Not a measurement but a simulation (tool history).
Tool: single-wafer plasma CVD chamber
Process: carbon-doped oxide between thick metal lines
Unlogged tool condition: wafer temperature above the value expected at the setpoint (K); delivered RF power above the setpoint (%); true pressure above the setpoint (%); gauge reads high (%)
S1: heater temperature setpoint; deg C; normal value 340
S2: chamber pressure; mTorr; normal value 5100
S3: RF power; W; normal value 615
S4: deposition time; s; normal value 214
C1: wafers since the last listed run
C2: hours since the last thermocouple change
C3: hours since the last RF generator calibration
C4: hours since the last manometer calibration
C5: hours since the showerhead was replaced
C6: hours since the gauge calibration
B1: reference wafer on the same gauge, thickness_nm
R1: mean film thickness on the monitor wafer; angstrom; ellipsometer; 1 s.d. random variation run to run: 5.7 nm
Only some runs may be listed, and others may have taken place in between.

run,hour,S1,S2,S3,S4,C1,C2,C3,C4,C5,C6,B1,R1
1,0.0,344,5100,615,214,0,1531.9,1038.1,2757.7,7178.7,145.5,1229.859,12820.32
2,27.8,340,5100,615,214,131,1559.7,1065.9,2785.5,7206.5,173.3,1230.248,13090.29
3,51.6,340,5100,615,214,112,1583.5,1089.7,2809.3,7230.3,197.1,1228.768,12963.90
4,68.8,340,5100,615,214,81,1600.7,1106.9,2826.5,7247.5,214.3,1229.861,13098.33
5,86.8,340,5100,615,214,85,1618.7,1124.9,2844.5,7265.5,232.3,1230.840,13090.37
6,110.5,340,5100,615,214,112,1642.4,1148.6,2868.2,7289.2,256.0,1230.753,12989.99
7,142.3,340,5100,615,214,150,1674.2,1180.4,2900.0,7321.0,287.8,1229.010,12987.26
8,157.9,340,5100,615,194,73,1689.8,1196.0,2915.6,7336.6,303.4,1230.354,11758.56
9,263.8,340,5100,615,194,502,1795.7,1301.9,3021.5,7442.5,409.3,1229.145,11635.32
# hour 277.3: RF generator calibrated
10,290.4,340,5100,615,194,88,1822.3,13.1,3048.1,7469.1,435.9,1228.367,11494.12
# hour 318.5: gauge calibrated
11,321.9,340,5100,615,214,149,1853.8,44.6,3079.6,7500.6,3.4,1231.335,12589.31
# hour 338.5: capacitance manometer re-zeroed and calibrated
12,348.9,340,5100,615,214,90,1880.8,71.6,10.4,7527.6,30.4,1230.518,12567.98
13,376.7,330,5100,615,214,131,1908.6,99.4,38.2,7555.4,58.2,1229.884,12905.95
14,412.5,333,5100,565,182,169,1944.4,135.2,74.0,7591.2,94.0,1231.594,10444.34
15,429.7,344,5920,735,214,81,1961.6,152.4,91.2,7608.4,111.2,1229.733,13984.95
# hour 448.9: RF generator calibrated, repeated, since the last time left the tool worse
16,460.7,328,5570,670,214,109,1992.6,11.8,122.2,7639.4,142.2,1230.094,14435.72
# hour 483.3: showerhead replaced
17,483.8,332,6310,710,202,71,2015.7,34.9,145.3,0.5,165.3,1228.966,14196.90
18,511.3,328,5460,525,214,130,2043.2,62.4,172.8,28.0,192.8,1228.495,12805.07
# hour 523.0: thermocouple changed; heater temperature recalibrated
19,537.9,326,3860,570,253,88,14.9,89.0,199.4,54.6,219.4,1230.900,15252.48
20,557.1,351,5770,570,176,91,34.1,108.2,218.6,73.8,238.6,1230.681,10443.59
21,591.1,336,5100,655,214,161,68.1,142.2,252.6,107.8,272.6,1230.470,13982.15
22,619.5,340,5100,655,214,134,96.5,170.6,281.0,136.2,301.0,1230.172,13658.27
23,645.4,348,5470,615,214,122,122.4,196.5,306.9,162.1,326.9,1230.076,13108.98
24,661.5,340,5100,615,214,76,138.5,212.6,323.0,178.2,343.0,1228.950,13317.53
25,685.0,340,5100,615,214,111,162.0,236.1,346.5,201.7,366.5,1229.492,13365.15
26,706.5,350,4020,615,214,101,183.5,257.6,368.0,223.2,388.0,1229.363,12646.49

Table of differences, measured result less the result of that run with no hidden state. Run-to-run variation is the same in both. Gauge scatter possibly is not:
run,R1
1,-282.27
2,-302.77
3,-312.53
4,-325.22
5,-335.09
6,-345.96
7,-364.41
8,-338.36
9,-394.68
10,-662.51
11,-726.11
12,-725.70
13,-746.49
14,-617.78
15,-789.01
16,-15.24
17,-15.27
18,-15.26
19,-18.72
20,-13.52
21,-20.25
22,-21.96
23,-23.33
24,-25.28
25,-27.90
26,-28.82

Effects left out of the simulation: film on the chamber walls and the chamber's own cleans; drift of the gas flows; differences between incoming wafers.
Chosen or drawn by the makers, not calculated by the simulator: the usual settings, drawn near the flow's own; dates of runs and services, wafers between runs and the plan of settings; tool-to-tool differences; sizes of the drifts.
